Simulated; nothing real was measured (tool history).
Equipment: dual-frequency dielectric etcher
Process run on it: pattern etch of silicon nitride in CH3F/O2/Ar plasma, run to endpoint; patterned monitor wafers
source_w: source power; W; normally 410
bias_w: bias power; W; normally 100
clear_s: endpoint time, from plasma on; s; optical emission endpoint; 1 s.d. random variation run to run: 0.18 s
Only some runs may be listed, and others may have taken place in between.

run   hour  source_w  bias_w  incoming incoming film thickness, nm  clear_s
  1    0.0       410     100                                 46.61     58.8
  2   22.8       410     100                                 46.44     58.4
  3   49.6       410     100                                 46.21     58.1
  4   96.5       410     100                                 46.12     57.9
  5  114.1       450     100                                 46.65     57.4
  6  147.5       450     100                                 46.04     56.1
  7  159.7       450     100                                 46.08     56.2
  8  185.3       410     100                                 46.17     57.8
  9  209.6       410     100                                 46.14     57.6
     226.6  -- bias power generator calibrated
     240.4  -- wet clean of the chamber
 10  240.9       380     116                                 45.86     54.9
 11  252.0       380     116                                 46.32     55.1
 12  278.1       380     116                                 46.52     55.7
 13  304.9       480      80                                 46.60     63.0
 14  332.0       410     114                                 46.04     54.3
 15  346.1       410      81                                 46.35     65.2
 16  371.1       410      81                                 46.18     64.9
 17  394.7       410     100                                 45.99     57.6
 18  426.9       370     119                                 46.46     54.5
 19  449.3       380     116                                 46.58     54.9
 20  467.1       410     117                                 46.11     53.2
 21  500.2       380     122                                 45.95     52.5
     518.6  -- source power generator calibrated
 22  589.8       410     100                                 46.46     57.5
 23  607.4       410     109                                 45.75     54.3
     637.9  -- wet clean of the chamber
     659.4  -- upper electrode replaced
 24  659.9       410     100                                 46.06     58.6

Expected results for the next run?
 25  660.2       490     125                                 46.63        ?

clear_s: 50.1 s
Take away the tool's hidden state, keep the run-to-run variation as it was, and the same run would have given clear_s 50.2 s.
